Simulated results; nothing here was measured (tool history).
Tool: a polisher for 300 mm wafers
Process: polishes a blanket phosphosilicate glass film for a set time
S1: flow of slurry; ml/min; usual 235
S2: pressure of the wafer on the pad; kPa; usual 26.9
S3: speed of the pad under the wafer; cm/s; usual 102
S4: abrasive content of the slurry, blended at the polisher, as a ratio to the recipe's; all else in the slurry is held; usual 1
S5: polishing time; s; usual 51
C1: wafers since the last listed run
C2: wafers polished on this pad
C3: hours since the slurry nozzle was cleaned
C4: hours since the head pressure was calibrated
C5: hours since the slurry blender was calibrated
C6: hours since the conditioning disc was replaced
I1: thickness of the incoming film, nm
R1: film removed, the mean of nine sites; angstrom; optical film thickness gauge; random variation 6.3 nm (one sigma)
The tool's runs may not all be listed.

run	hour	S1	S2	S3	S4	S5	C1	C2	C3	C4	C5	C6	I1	R1
1	0	205	26.9	88	1	51	0	4528	483.8	458.2	512.3	303.1	1964.7	5107
# hour 10.3: slurry blender recalibrated
# hour 47.7: worn pad replaced by a new one
# hour 52.9: slurry nozzle cleaned
2	92	235	26.9	102	1	51	1025	521	39.1	550.2	81.7	395.1	1971.5	5784
3	155.7	220	26.9	102	1	51	768	1290	102.8	613.9	145.4	458.8	1929.4	5640
# hour 196.1: conditioning disc replaced and pad reconditioned
4	229.2	235	31.7	102	1	51	862	2152	176.3	687.4	218.9	33.1	1984.4	7361
# hour 237: head pressure recalibrated
5	297.2	235	31.7	102	1	51	796	2949	244.3	60.2	286.9	101.1	1988.7	6835
6	379.8	235	31.7	102	1	51	996	3945	326.9	142.8	369.5	183.7	1981.9	6969
7	419.2	235	26.9	94	1	51	475	4420	366.3	182.2	408.9	223.1	1936.3	5598
# hour 433.1: slurry blender recalibrated
8	515.6	235	26.9	94	1	51	1138	5559	462.7	278.6	82.5	319.5	1970.4	5447
# hour 563.6: slurry nozzle cleaned
# hour 567.1: worn pad replaced by a new one
# hour 622.6: conditioning disc replaced and pad reconditioned
9	775.6	235	26.9	78	1	51	3057	2490	212	538.6	342.5	153	1947.5	4988
10	851.9	235	26.9	78	1	51	920	3411	288.3	614.9	418.8	229.3	1921.5	5101
# hour 866.5: slurry blender recalibrated
11	901.5	235	26.9	102	1	51	574	3985	337.9	664.5	35	278.9	1918.8	6103
12	988.9	235	26.9	102	1	51	1054	5039	425.3	751.9	122.4	366.3	1922.1	5844
# hour 1072.1: head pressure recalibrated
# hour 1072.3: worn pad replaced by a new one
# hour 1089.9: slurry nozzle cleaned
# hour 1116.6: conditioning disc replaced and pad reconditioned
13	1218.9	235	26.9	102	1	51	2711	1732	129	146.8	352.4	102.3	1952.3	6107
14	1309.8	235	26.9	94	1	51	1096	2828	219.9	237.7	443.3	193.2	1957.5	5632
# hour 1393.8: slurry blender recalibrated
15	1394.2	270	34.5	82	0.8	51	994	3822	304.3	322.1	0.4	277.6	1919.7	5684
16	1483.3	235	26.9	70	1	51	1074	4897	393.4	411.2	89.5	366.7	1995.7	4427
# hour 1511.1: slurry nozzle cleaned
17	1556.8	235	26.9	102	1	51	874	5772	45.7	484.7	163	440.2	1954.6	5664
# hour 1572: worn pad replaced by a new one
# hour 1598.6: conditioning disc replaced and pad reconditioned
18	1609.8	185	26.9	102	1	57	566	432	98.7	537.7	216	11.2	1949.2	6903
19	1690.5	165	30.3	118	1.1	51	973	1405	179.4	618.4	296.7	91.9	1986.4	7900
20	1764.9	235	19.3	102	1.2	61	897	2303	253.8	692.8	371.1	166.3	1927.3	6056
# hour 1811.9: head pressure recalibrated
# hour 1831.9: slurry blender recalibrated
21	1859.1	235	35.2	114	1	58	1088	3391	348	47.2	27.2	260.5	1942	9141
22	1900.9	235	29.6	102	1.25	51	504	3895	389.8	89	69	302.3	1965	6860
# hour 1978.6: slurry nozzle cleaned
23	2004.2	175	26.9	72	0.9	51	1234	5129	25.6	192.3	172.3	405.6	1933	3812
# hour 2017.5: conditioning disc replaced and pad reconditioned
# hour 2086.8: worn pad replaced by a new one
24	2106.1	290	17.9	68	1	51	1156	232	127.5	294.2	274.2	88.6	1907.4	3008

5 ways to go on from here, each from the tool as it stands after run 24. What would each give?
A	2106.5	235	26.9	90	1	51	4	237	127.9	294.6	274.6	89	1933.8	?
B	2106.5	160	26.9	102	1.15	51	4	237	127.9	294.6	274.6	89	1933.8	?
C	2106.5	210	26.9	112	1	51	4	237	127.9	294.6	274.6	89	1933.8	?
D	2106.5	190	26.9	102	1	42	4	237	127.9	294.6	274.6	89	1933.8	?
E	2106.5	280	18.6	102	1	51	4	237	127.9	294.6	274.6	89	1933.8	?

run	R1
A	5614
B	6259
C	6563
D	4949
E	4397
Without the tool's hidden state the same runs would have given:
run	R1
A	5717
B	6387
C	6709
D	5050
E	4462

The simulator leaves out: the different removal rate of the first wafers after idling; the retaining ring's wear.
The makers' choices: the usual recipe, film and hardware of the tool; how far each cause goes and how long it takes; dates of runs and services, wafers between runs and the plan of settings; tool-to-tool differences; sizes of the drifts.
